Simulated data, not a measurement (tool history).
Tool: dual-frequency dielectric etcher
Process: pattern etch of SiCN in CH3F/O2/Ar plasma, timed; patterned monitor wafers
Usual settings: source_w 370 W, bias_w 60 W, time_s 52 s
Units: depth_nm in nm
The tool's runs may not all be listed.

run     day  source_w  bias_w  time_s  wafers since the last listed run  hours since the last wet clean  hours since the last source power generator calibration  hours since the last bias power generator calibration  hours since the last upper electrode change  hours since the gauge calibration  read-back reference wafer on the same gauge, depth_nm  depth_nm
  1       0       370      60      52                                 0                           108.4                                                   4621.5                                                 2649.1                                       5365.8                              592.8                                                  17.29     19.02
  2   1.654       370      60      52                               438                           148.1                                                   4661.2                                                 2688.8                                       5405.5                              632.5                                                  17.27     19.04
  3   4.825       370      60      52                               841                           224.2                                                   4737.3                                                 2764.9                                       5481.6                              708.6                                                   17.3     19.33
  4   8.121       370      60      52                               874                           303.3                                                   4816.4                                                   2844                                       5560.7                              787.7                                                  17.29     19.54
     13.458  -- upper electrode replaced
     14.167  -- source power generator calibrated
     14.204  -- wet clean of the chamber
  5  14.225       370      60      52                              1300                             0.5                                                      1.4                                                 2990.5                                         18.4                              934.2                                                  17.32     18.99
     16.442  -- gauge calibrated
  6  17.138       440      60      52                               772                            70.4                                                     71.3                                                 3060.4                                         88.3                               16.7                                                  17.29     20.17
  7  19.283       370      60      52                               569                           121.9                                                    122.8                                                 3111.9                                        139.8                               68.2                                                  17.27     19.42
     20.612  -- bias power generator calibrated
  8  22.183       410      74      52                               725                           191.5                                                    192.4                                                   37.7                                        209.4                              137.8                                                   17.3      21.3
  9  26.442       370      73    57.5                              1129                           293.7                                                    294.6                                                  139.9                                        311.6                                240                                                  17.29     23.06
     28.758  -- wet clean of the chamber
 10  29.133       310      60      52                               448                               9                                                    359.2                                                  204.5                                        376.2                              304.6                                                  17.31     17.96
 11   32.15       370      60      52                               800                            81.4                                                    431.6                                                  276.9                                        448.6                                377                                                  17.29     19.05
 12  34.658       430      49      52                               665                           141.6                                                    491.8                                                  337.1                                        508.8                              437.2                                                   17.3     18.77
 13  36.171       310      64    41.5                               401                           177.9                                                    528.1                                                  373.4                                        545.1                              473.5                                                   17.3     14.95
 14  40.217       370      49      61                              1073                             275                                                    625.2                                                  470.5                                        642.2                              570.6                                                   17.3     21.58

What the log doesn't show, run by run:
source power that arrives over what is set, %: 0 in every run
bias power that arrives over what is set, %: 0 in every run
gauge reads high (%): 0 in every run
H1: etch rate over this chamber's usual, %
run      H1
  1    1.55
  2    2.07
  3    3.05
  4    4.08
  5   0.432
  6    1.34
  7    2.01
  8    2.91
  9    4.23
 10  -0.301
 11   0.637
 12    1.42
 13    1.89
 14    3.15
